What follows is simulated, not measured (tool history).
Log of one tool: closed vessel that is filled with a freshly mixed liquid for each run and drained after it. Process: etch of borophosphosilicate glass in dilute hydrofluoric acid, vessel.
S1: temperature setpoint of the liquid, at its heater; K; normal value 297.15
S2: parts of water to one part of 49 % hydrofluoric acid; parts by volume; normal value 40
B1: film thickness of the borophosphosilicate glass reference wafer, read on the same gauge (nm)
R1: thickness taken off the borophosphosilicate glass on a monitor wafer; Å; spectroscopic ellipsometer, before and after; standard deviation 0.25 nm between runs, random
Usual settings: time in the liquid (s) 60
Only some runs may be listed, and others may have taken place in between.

{"run": 1, "hour": 0.0, "S1": 297.15, "S2": 40, "time in the liquid (s)": 60, "B1": 50.02, "R1": 1259.0}
{"run": 2, "hour": 10.6, "S1": 297.15, "S2": 40, "time in the liquid (s)": 60, "B1": 50.03, "R1": 1262.3}
{"run": 3, "hour": 21.4, "S1": 297.15, "S2": 40, "time in the liquid (s)": 60, "B1": 49.97, "R1": 1262.5}
{"run": 4, "hour": 38.0, "S1": 297.15, "S2": 40, "time in the liquid (s)": 60, "B1": 49.99, "R1": 1260.4}
{"run": 5, "hour": 52.1, "S1": 297.15, "S2": 40, "time in the liquid (s)": 60, "B1": 49.98, "R1": 1265.6}
{"run": 6, "hour": 60.7, "S1": 297.15, "S2": 40, "time in the liquid (s)": 60, "B1": 50.02, "R1": 1258.6}
{"run": 7, "hour": 72.5, "S1": 297.15, "S2": 40, "time in the liquid (s)": 45, "B1": 50.02, "R1": 946.6}
{"hour": 76.3, "done": "gauge calibrated"}
{"run": 8, "hour": 87.2, "S1": 297.15, "S2": 40, "time in the liquid (s)": 45, "B1": 49.99, "R1": 946.0}
{"hour": 101.2, "done": "thermometer replaced"}
{"run": 9, "hour": 104.9, "S1": 300.15, "S2": 40, "time in the liquid (s)": 60, "B1": 49.99, "R1": 1273.7}
{"run": 10, "hour": 120.9, "S1": 294.15, "S2": 20, "time in the liquid (s)": 45, "B1": 50.01, "R1": 1531.4}
{"hour": 134.1, "done": "hydrofluoric acid flow meter replaced"}
{"run": 11, "hour": 135.3, "S1": 297.15, "S2": 45, "time in the liquid (s)": 50, "B1": 50.03, "R1": 906.9}
{"run": 12, "hour": 142.1, "S1": 297.15, "S2": 40, "time in the liquid (s)": 60, "B1": 49.99, "R1": 1227.2}
{"run": 13, "hour": 153.7, "S1": 295.65, "S2": 40, "time in the liquid (s)": 60, "B1": 49.99, "R1": 1156.5}
{"run": 14, "hour": 163.0, "S1": 301.65, "S2": 40, "time in the liquid (s)": 40, "B1": 50.02, "R1": 983.9}
{"run": 15, "hour": 178.1, "S1": 297.15, "S2": 40, "time in the liquid (s)": 60, "B1": 49.96, "R1": 1229.1}
{"run": 16, "hour": 191.7, "S1": 292.15, "S2": 25, "time in the liquid (s)": 35, "B1": 50.04, "R1": 943.0}
{"run": 17, "hour": 204.8, "S1": 297.15, "S2": 40, "time in the liquid (s)": 30, "B1": 50.0, "R1": 613.1}
{"run": 18, "hour": 216.4, "S1": 294.15, "S2": 30, "time in the liquid (s)": 60, "B1": 50.0, "R1": 1456.3}
{"run": 19, "hour": 224.2, "S1": 301.65, "S2": 30, "time in the liquid (s)": 75, "B1": 49.96, "R1": 2477.3}

Consider 5 possible next runs. They are alternatives, not a sequence: every one starts from the tool as it was left by run 19. What does each give?
{"run": "A", "hour": 224.9, "S1": 297.15, "S2": 40, "time in the liquid (s)": 60, "B1": "?", "R1": "?"}
{"run": "B", "hour": 224.9, "S1": 297.15, "S2": 40, "time in the liquid (s)": 75, "B1": "?", "R1": "?"}
{"run": "C", "hour": 224.9, "S1": 292.65, "S2": 55, "time in the liquid (s)": 35, "B1": "?", "R1": "?"}
{"run": "D", "hour": 224.9, "S1": 297.15, "S2": 30, "time in the liquid (s)": 85, "B1": "?", "R1": "?"}
{"run": "E", "hour": 224.9, "S1": 299.65, "S2": 40, "time in the liquid (s)": 80, "B1": "?", "R1": "?"}

run=A B1=50.04 R1=1225.6
run=B B1=50.04 R1=1532.0
run=C B1=50.04 R1=422.4
run=D B1=50.04 R1=2347.0
run=E B1=50.04 R1=1810.6
Take away the tool's hidden state, keep each run's random variation, and the runs would have read:
run=A R1=1231.9
run=B R1=1539.9
run=C R1=424.6
run=D R1=2358.4
run=E R1=1820.3
